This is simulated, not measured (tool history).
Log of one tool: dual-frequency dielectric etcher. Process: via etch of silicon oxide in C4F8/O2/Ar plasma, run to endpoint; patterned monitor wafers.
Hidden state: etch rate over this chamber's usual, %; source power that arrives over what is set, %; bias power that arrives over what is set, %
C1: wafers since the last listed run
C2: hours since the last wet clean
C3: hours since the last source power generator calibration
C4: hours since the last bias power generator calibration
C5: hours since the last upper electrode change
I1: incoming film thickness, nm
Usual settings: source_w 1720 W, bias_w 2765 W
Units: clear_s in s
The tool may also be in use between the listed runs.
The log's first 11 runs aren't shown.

{"run": 12, "hour": 1038.4, "source_w": 1720, "bias_w": 2588, "C1": 422, "C2": 446.0, "C3": 2226.1, "C4": 3437.9, "C5": 2679.3, "I1": 810.0, "clear_s": 143.3}
{"run": 13, "hour": 1124.4, "source_w": 1720, "bias_w": 2765, "C1": 507, "C2": 532.0, "C3": 2312.1, "C4": 3523.9, "C5": 2765.3, "I1": 809.2, "clear_s": 142.2}
{"hour": 1156.7, "done": "bias power generator calibrated"}
{"hour": 1198.5, "done": "wet clean of the chamber"}
{"run": 14, "hour": 1200.3, "source_w": 1720, "bias_w": 2765, "C1": 282, "C2": 1.8, "C3": 2388.0, "C4": 43.6, "C5": 2841.2, "I1": 815.0, "clear_s": 148.6}
{"run": 15, "hour": 1248.7, "source_w": 1930, "bias_w": 2346, "C1": 285, "C2": 50.2, "C3": 2436.4, "C4": 92.0, "C5": 2889.6, "I1": 804.3, "clear_s": 141.9}
{"run": 16, "hour": 1309.5, "source_w": 1720, "bias_w": 2765, "C1": 358, "C2": 111.0, "C3": 2497.2, "C4": 152.8, "C5": 2950.4, "I1": 798.8, "clear_s": 144.8}
{"run": 17, "hour": 1367.4, "source_w": 1930, "bias_w": 2469, "C1": 341, "C2": 168.9, "C3": 2555.1, "C4": 210.7, "C5": 3008.3, "I1": 807.2, "clear_s": 138.1}
{"run": 18, "hour": 1451.6, "source_w": 1980, "bias_w": 3055, "C1": 496, "C2": 253.1, "C3": 2639.3, "C4": 294.9, "C5": 3092.5, "I1": 812.8, "clear_s": 132.2}
{"run": 19, "hour": 1491.5, "source_w": 1860, "bias_w": 3224, "C1": 235, "C2": 293.0, "C3": 2679.2, "C4": 334.8, "C5": 3132.4, "I1": 810.1, "clear_s": 133.7}
{"run": 20, "hour": 1583.4, "source_w": 1860, "bias_w": 3224, "C1": 541, "C2": 384.9, "C3": 2771.1, "C4": 426.7, "C5": 3224.3, "I1": 808.2, "clear_s": 133.2}
{"run": 21, "hour": 1659.8, "source_w": 1720, "bias_w": 2491, "C1": 450, "C2": 461.3, "C3": 2847.5, "C4": 503.1, "C5": 3300.7, "I1": 807.1, "clear_s": 142.9}
{"hour": 1709.3, "done": "source power generator calibrated"}
{"run": 22, "hour": 1720.6, "source_w": 1720, "bias_w": 2765, "C1": 334, "C2": 522.1, "C3": 11.3, "C4": 563.9, "C5": 3361.5, "I1": 805.0, "clear_s": 145.6}
{"hour": 1798.7, "done": "upper electrode replaced"}
{"run": 23, "hour": 1815.8, "source_w": 1510, "bias_w": 3059, "C1": 419, "C2": 617.3, "C3": 106.5, "C4": 659.1, "C5": 17.1, "I1": 804.3, "clear_s": 149.8}

Run 24 comes next. What will it give?
{"hour": 1845.0, "done": "wet clean of the chamber"}
{"run": 24, "hour": 1872.4, "source_w": 1930, "bias_w": 2469, "C1": 192, "C2": 27.4, "C3": 163.1, "C4": 715.7, "C5": 73.7, "I1": 802.1, "clear_s": "?"}

{"run 24": {"clear_s": 142.3}}
Without the tool's hidden state the same run would have given clear_s 143.1 s.

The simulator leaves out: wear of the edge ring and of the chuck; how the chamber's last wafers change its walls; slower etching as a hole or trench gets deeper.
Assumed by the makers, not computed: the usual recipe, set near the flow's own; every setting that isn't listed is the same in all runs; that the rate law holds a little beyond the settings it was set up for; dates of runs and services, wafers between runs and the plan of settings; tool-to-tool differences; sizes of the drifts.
